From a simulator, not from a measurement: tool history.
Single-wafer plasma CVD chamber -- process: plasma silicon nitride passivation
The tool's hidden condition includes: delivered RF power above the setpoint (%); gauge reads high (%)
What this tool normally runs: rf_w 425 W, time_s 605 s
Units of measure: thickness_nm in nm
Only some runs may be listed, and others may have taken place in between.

run	hour	rf_w	time_s	wafers since the last listed run	hours since the last RF generator calibration	hours since the showerhead was replaced	hours since the gauge calibration	read-back reference wafer on the same gauge, thickness_nm	thickness_nm
1	0.0	425	605	0	370.8	5481.2	129.8	977.461	955.236
2	15.4	425	605	43	386.2	5496.6	145.2	976.645	944.290
3	49.4	425	605	95	420.2	5530.6	179.2	978.241	944.517
4	79.2	425	605	83	450.0	5560.4	209.0	976.202	943.217
5	92.4	445	670	37	463.2	5573.6	222.2	976.686	1059.325
6	108.2	470	605	44	479.0	5589.4	238.0	976.795	964.452
7	126.0	425	605	50	496.8	5607.2	255.8	976.953	947.924
8	142.6	425	605	46	513.4	5623.8	272.4	976.313	940.823
9	162.9	425	605	57	533.7	5644.1	292.7	977.669	948.476
10	191.9	425	605	81	562.7	5673.1	321.7	976.584	949.629
11	217.3	425	605	71	588.1	5698.5	347.1	976.086	942.799
12	252.6	425	671	99	623.4	5733.8	382.4	977.380	1042.984
13	269.0	375	605	46	639.8	5750.2	398.8	976.397	928.804
14	296.3	375	605	76	667.1	5777.5	426.1	977.794	930.533
15	329.3	425	605	92	700.1	5810.5	459.1	976.824	949.661
16	344.3	425	605	42	715.1	5825.5	474.1	976.796	953.387
17	356.6	425	605	34	727.4	5837.8	486.4	976.414	950.860
18	389.3	360	605	92	760.1	5870.5	519.1	977.129	917.763
19	424.6	380	605	99	795.4	5905.8	554.4	976.499	937.890
20	445.2	380	605	58	816.0	5926.4	575.0	976.768	917.529
21	477.2	380	605	90	848.0	5958.4	607.0	977.362	929.194
22	497.0	425	605	55	867.8	5978.2	626.8	976.486	945.603
23	512.8	500	512	44	883.6	5994.0	642.6	977.129	824.636
24	538.0	355	574	70	908.8	6019.2	667.8	977.032	865.155
25	558.3	445	670	57	929.1	6039.5	688.1	977.201	1058.340
# hour 589.3: showerhead replaced
26	591.3	425	663	70	962.1	2.0	721.1	976.579	1041.604
27	626.2	485	522	98	997.0	36.9	756.0	975.626	839.304
28	644.1	375	487	50	1014.9	54.8	773.9	976.633	746.827
29	671.9	485	656	78	1042.7	82.6	801.7	978.499	1052.607
30	685.8	505	538	39	1056.6	96.5	815.6	977.370	874.835
31	701.7	425	680	44	1072.5	112.4	831.5	977.431	1073.992
32	734.9	425	605	93	1105.7	145.6	864.7	976.903	951.112
# hour 759.5: RF generator calibrated
33	770.8	425	605	78	11.3	181.5	900.6	975.925	949.243
# hour 771.1: gauge calibrated
34	805.1	380	503	96	45.6	215.8	34.0	975.657	769.788
35	830.9	425	526	72	71.4	241.6	59.8	976.632	819.376
36	857.2	425	605	74	97.7	267.9	86.1	977.151	936.926
37	882.2	510	488	70	122.7	292.9	111.1	977.143	796.352
38	914.9	355	512	92	155.4	325.6	143.8	976.491	777.307
39	950.5	450	552	100	191.0	361.2	179.4	976.116	865.291
40	966.1	475	569	43	206.6	376.8	195.0	977.775	910.291
41	987.1	425	700	59	227.6	397.8	216.0	976.704	1087.555
42	1021.2	425	605	96	261.7	431.9	250.1	976.430	943.803

What differs in the tool's unlogged condition from the final listed run ahead of each entry between runs to the first listed run following it?
After run 25, before run 26: showerhead replaced (hour 589.3)
  no difference in the tool's unlogged condition between these two runs
After run 32, before run 33: RF generator calibrated (hour 759.5)
  no difference in the tool's unlogged condition between these two runs
After run 33, before run 34: gauge calibrated (hour 771.1)
  no difference in the tool's unlogged condition between these two runs
